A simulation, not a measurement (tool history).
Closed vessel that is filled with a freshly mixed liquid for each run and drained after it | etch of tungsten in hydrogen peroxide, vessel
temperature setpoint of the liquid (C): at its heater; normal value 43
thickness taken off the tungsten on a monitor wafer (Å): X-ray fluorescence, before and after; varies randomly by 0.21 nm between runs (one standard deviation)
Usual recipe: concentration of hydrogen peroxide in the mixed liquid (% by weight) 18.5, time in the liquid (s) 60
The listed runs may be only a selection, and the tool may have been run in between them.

run   hour  temperature setpoint of the liquid (C)  concentration of hydrogen peroxide in the mixed liquid (% by weight)  time in the liquid (s)  read-back film thickness of the tungsten reference wafer, read on the same gauge (nm)  thickness taken off the tungsten on a monitor wafer (Å)
  1      0                                      47                                                                  18.5                      60                                                                                 100.03                                                    597.4
  2   29.2                                      47                                                                  18.5                      60                                                                                  99.98                                                    598.1
  3   80.3                                      47                                                                  18.5                      60                                                                                 100.02                                                    592.5
  4  113.5                                      43                                                                  20.5                      60                                                                                  99.98                                                      490
  5  175.6                                      43                                                                  20.5                      60                                                                                 100.03                                                    481.6
  6  243.2                                      43                                                                  20.5                      60                                                                                  99.99                                                    484.9
     291.2  -- new drum of peroxide connected
  7  292.8                                      43                                                                  18.5                      45                                                                                  99.95                                                    358.3
     300.1  -- gauge calibrated
  8  321.3                                      43                                                                  18.5                      40                                                                                 100.03                                                    316.3
     340.7  -- peroxide flow meter replaced
  9  363.7                                      43                                                                  13.5                      35                                                                                 100.03                                                    250.7
 10  389.4                                      39                                                                    15                      30                                                                                  99.98                                                    173.7
 11  459.1                                      43                                                                    15                      60                                                                                    100                                                    451.4
 12  485.1                                      43                                                                    21                      35                                                                                    100                                                    308.5
 13  534.2                                      43                                                                    15                      60                                                                                  99.98                                                    448.6
     554.5  -- thermometer replaced
 14  593.5                                      53                                                                  21.5                      45                                                                                  99.98                                                      747
 15  635.3                                    35.5                                                                  18.5                      30                                                                                  99.98                                                    150.5
 16    687                                      43                                                                  18.5                      75                                                                                  99.96                                                    618.6

Predict the results of run 17:
 17  747.2                                      43                                                                  20.5                      60                                                                                      ?                                                        ?

Run 17 came out at read-back film thickness of the tungsten reference wafer, read on the same gauge (nm) 99.97, thickness taken off the tungsten on a monitor wafer (Å) 514.1.
Had the tool carried no hidden state, the very same run would have given thickness taken off the tungsten on a monitor wafer (Å) 533.2.

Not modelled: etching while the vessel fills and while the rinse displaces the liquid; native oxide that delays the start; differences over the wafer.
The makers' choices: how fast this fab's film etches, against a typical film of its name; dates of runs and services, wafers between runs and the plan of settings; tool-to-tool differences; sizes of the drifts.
